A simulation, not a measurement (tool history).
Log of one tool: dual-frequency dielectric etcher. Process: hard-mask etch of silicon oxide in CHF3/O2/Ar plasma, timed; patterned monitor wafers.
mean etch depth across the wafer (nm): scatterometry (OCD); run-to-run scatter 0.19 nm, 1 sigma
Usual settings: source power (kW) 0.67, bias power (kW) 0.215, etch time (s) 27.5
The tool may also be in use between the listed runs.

run   hour  source power (kW)  bias power (kW)  etch time (s)  wafers since the last listed run  hours since the last wet clean  hours since the last source power generator calibration  hours since the last bias power generator calibration  hours since the last upper electrode change  hours since the gauge calibration  read-back reference wafer on the same gauge, depth_nm  mean etch depth across the wafer (nm)
  1      0               0.67            0.215           27.5                                 0                           229.6                                                   2697.3                                                 2784.8                                       3141.9                              219.6                                                   62.3                                   58.2
  2     15               0.67            0.215           27.5                               143                           244.6                                                   2712.3                                                 2799.8                                       3156.9                              234.6                                                   62.2                                   58.6
  3   28.8               0.67            0.215           27.5                               131                           258.4                                                   2726.1                                                 2813.6                                       3170.7                              248.4                                                   62.2                                   59.1
  4   41.9               0.67            0.215           27.5                               125                           271.5                                                   2739.2                                                 2826.7                                       3183.8                              261.5                                                   62.2                                   58.7
  5   56.7               0.67            0.215           27.5                               141                           286.3                                                     2754                                                 2841.5                                       3198.6                              276.3                                                   62.2                                   58.7
  6   70.8               0.67            0.215           27.5                               134                           300.4                                                   2768.1                                                 2855.6                                       3212.7                              290.4                                                   62.2                                   58.9
  7   79.1               0.67            0.215           27.5                                79                           308.7                                                   2776.4                                                 2863.9                                         3221                              298.7                                                   62.2                                     59
  8   93.8               0.67            0.215           27.5                               140                           323.4                                                   2791.1                                                 2878.6                                       3235.7                              313.4                                                   62.3                                   58.9
  9  113.4               0.67            0.215           27.5                               187                             343                                                   2810.7                                                 2898.2                                       3255.3                                333                                                   62.2                                   59.3
     142.7  -- wet clean of the chamber
 10  143.2               0.67            0.215           27.5                                55                             0.5                                                   2840.5                                                   2928                                       3285.1                              362.8                                                   62.2                                   57.8
 11  143.5               0.67            0.215           27.5                                 2                             0.8                                                   2840.8                                                 2928.3                                       3285.4                              363.1                                                   62.2                                   57.4
 12  149.1               0.79            0.243           34.5                                53                             6.4                                                   2846.4                                                 2933.9                                         3291                              368.7                                                   62.2                                   78.1
     182.4  -- bias power generator calibrated
 13  189.5               0.67            0.215             23                               347                            46.8                                                   2886.8                                                    7.1                                       3331.4                              409.1                                                   62.2                                   48.1
 14  199.1               0.74            0.183           30.5                                91                            56.4                                                   2896.4                                                   16.7                                         3341                              418.7                                                   62.2                                   62.4
 15    210               0.67            0.215           27.5                               104                            67.3                                                   2907.3                                                   27.6                                       3351.9                              429.6                                                   62.2                                   57.8
 16  217.2               0.67            0.239           30.5                                68                            74.5                                                   2914.5                                                   34.8                                       3359.1                              436.8                                                   62.1                                   66.7
 17  228.5               0.67            0.215           27.5                               108                            85.8                                                   2925.8                                                   46.1                                       3370.4                              448.1                                                   62.2                                   58.3
 18  238.6               0.56            0.215             30                                96                            95.9                                                   2935.9                                                   56.2                                       3380.5                              458.2                                                   62.2                                   60.3
 19  252.6                0.8            0.168           21.5                               133                           109.9                                                   2949.9                                                   70.2                                       3394.5                              472.2                                                   62.2                                   44.2
 20  259.1               0.67            0.244           27.5                                62                           116.4                                                   2956.4                                                   76.7                                         3401                              478.7                                                   62.2                                   60.9
     268.8  -- source power generator calibrated
     283.3  -- upper electrode replaced
 21  283.8               0.56            0.193           27.5                                58                           141.1                                                       15                                                  101.4                                          0.5                              503.4                                                   62.1                                   53.7
 22  284.1               0.67            0.215           27.5                                 2                           141.4                                                     15.3                                                  101.7                                          0.8                              503.7                                                   62.2                                   57.9
 23    294               0.59            0.172           31.5                                94                           151.3                                                     25.2                                                  111.6                                         10.7                              513.6                                                   62.1                                   60.6
     306.7  -- gauge calibrated
 24  309.3               0.82             0.17           27.5                               146                           166.6                                                     40.5                                                  126.9                                           26                                2.6                                                   62.3                                   57.1
 25  326.6               0.74            0.215           27.5                               165                           183.9                                                     57.8                                                  144.2                                         43.3                               19.9                                                   62.2                                   59.6
 26  337.1               0.67            0.215           27.5                               100                           194.4                                                     68.3                                                  154.7                                         53.8                               30.4                                                   62.2                                   58.8
 27  350.3               0.75            0.195             23                               126                           207.6                                                     81.5                                                  167.9                                           67                               43.6                                                   62.1                                   48.8
 28  358.7               0.78            0.237           21.5                                80                             216                                                     89.9                                                  176.3                                         75.4                                 52                                                   62.2                                   48.9
 29  370.8               0.78            0.173           27.5                               115                           228.1                                                      102                                                  188.4                                         87.5                               64.1                                                   62.2                                   56.9
 30  405.5               0.78            0.241           20.5                               331                           262.8                                                    136.7                                                  223.1                                        122.2                               98.8                                                   62.3                                   47.4

Give the tool's hidden conditions for every run:
source power that arrives over what is set, %: 0 in every run
bias power that arrives over what is set, %: 0 in every run
gauge reads high (%): 0 in every run
H1: etch rate over this chamber's usual, %
run       H1
  1     1.73
  2     1.85
  3     1.96
  4     2.06
  5     2.18
  6     2.29
  7     2.36
  8     2.48
  9     2.63
 10  -0.0845
 11  -0.0821
 12  -0.0375
 13    0.285
 14    0.361
 15    0.448
 16    0.505
 17    0.595
 18    0.676
 19    0.787
 20    0.839
 21     1.04
 22     1.04
 23     1.12
 24     1.24
 25     1.38
 26     1.46
 27     1.57
 28     1.63
 29     1.73
 30     2.01
